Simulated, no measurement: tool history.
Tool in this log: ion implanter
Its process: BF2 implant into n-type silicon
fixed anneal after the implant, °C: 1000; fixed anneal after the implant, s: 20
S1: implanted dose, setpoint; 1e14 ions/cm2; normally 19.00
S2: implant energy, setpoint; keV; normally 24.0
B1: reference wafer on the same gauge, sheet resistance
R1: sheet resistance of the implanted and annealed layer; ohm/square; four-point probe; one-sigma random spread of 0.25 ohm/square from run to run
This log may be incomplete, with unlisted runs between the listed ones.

Run 1, hour 0.0: usual settings; B1 188.02. Result: R1 165.50 ohm/square.
Run 2, hour 137.2: usual settings; B1 188.10. Result: R1 165.20 ohm/square.
Run 3, hour 198.3: usual settings; B1 187.96. Result: R1 165.31 ohm/square.
Run 4, hour 241.8: usual settings but S1 20.88 1e14 ions/cm2, S2 28.5 keV; B1 187.99. Result: R1 151.01 ohm/square.
Run 5, hour 295.4: usual settings; B1 188.05. Result: R1 165.59 ohm/square.
Run 6, hour 347.5: usual settings; B1 188.08. Result: R1 165.58 ohm/square.
Run 7, hour 384.5: usual settings; B1 188.06. Result: R1 165.62 ohm/square.
Run 8, hour 426.8: usual settings but S1 14.89 1e14 ions/cm2, S2 27.5 keV; B1 187.92. Result: R1 159.68 ohm/square.
Run 9, hour 495.2: usual settings but S1 15.72 1e14 ions/cm2; B1 188.04. Result: R1 169.04 ohm/square.
Run 10, hour 527.0: usual settings but S1 23.18 1e14 ions/cm2, S2 26.5 keV; B1 187.98. Result: R1 154.75 ohm/square.
Run 11, hour 558.8: usual settings but S1 15.39 1e14 ions/cm2, S2 21.5 keV; B1 187.91. Result: R1 178.75 ohm/square.
Run 12, hour 598.7: usual settings but S1 23.18 1e14 ions/cm2, S2 26.5 keV; B1 187.95. Result: R1 155.19 ohm/square.
Run 13, hour 669.2: usual settings but S1 24.02 1e14 ions/cm2, S2 18.5 keV; B1 187.93. Result: R1 182.57 ohm/square.
Run 14, hour 713.9: usual settings but S1 20.62 1e14 ions/cm2, S2 32.0 keV; B1 188.03. Result: R1 142.37 ohm/square.
Run 15, hour 757.9: usual settings but S1 23.36 1e14 ions/cm2, S2 28.0 keV; B1 188.05. Result: R1 150.59 ohm/square.
Run 16, hour 817.1: usual settings but S1 15.39 1e14 ions/cm2, S2 21.5 keV; B1 187.99. Result: R1 178.34 ohm/square.
Run 17, hour 849.6: usual settings but S2 21.5 keV; B1 187.99. Result: R1 174.26 ohm/square.
Run 18, hour 888.5: usual settings but S1 22.14 1e14 ions/cm2, S2 19.0 keV; B1 187.94. Result: R1 182.24 ohm/square.
Run 19, hour 926.1: usual settings but S2 30.5 keV; B1 188.02. Result: R1 146.92 ohm/square.

Put back what was entered between runs (3 entries, withheld): which listed runs does each sit between, and how does the hidden state differ from the listed run before to the listed run after?
Runs 10 to 11: gauge calibrated (hour 532.0)
  both runs share identical hidden conditions
Runs 12 to 13: extraction supply calibrated (hour 635.6)
  both runs share identical hidden conditions
Runs 13 to 14: Faraday cup replaced and dose calibrated (hour 698.2)
  both runs share identical hidden conditions
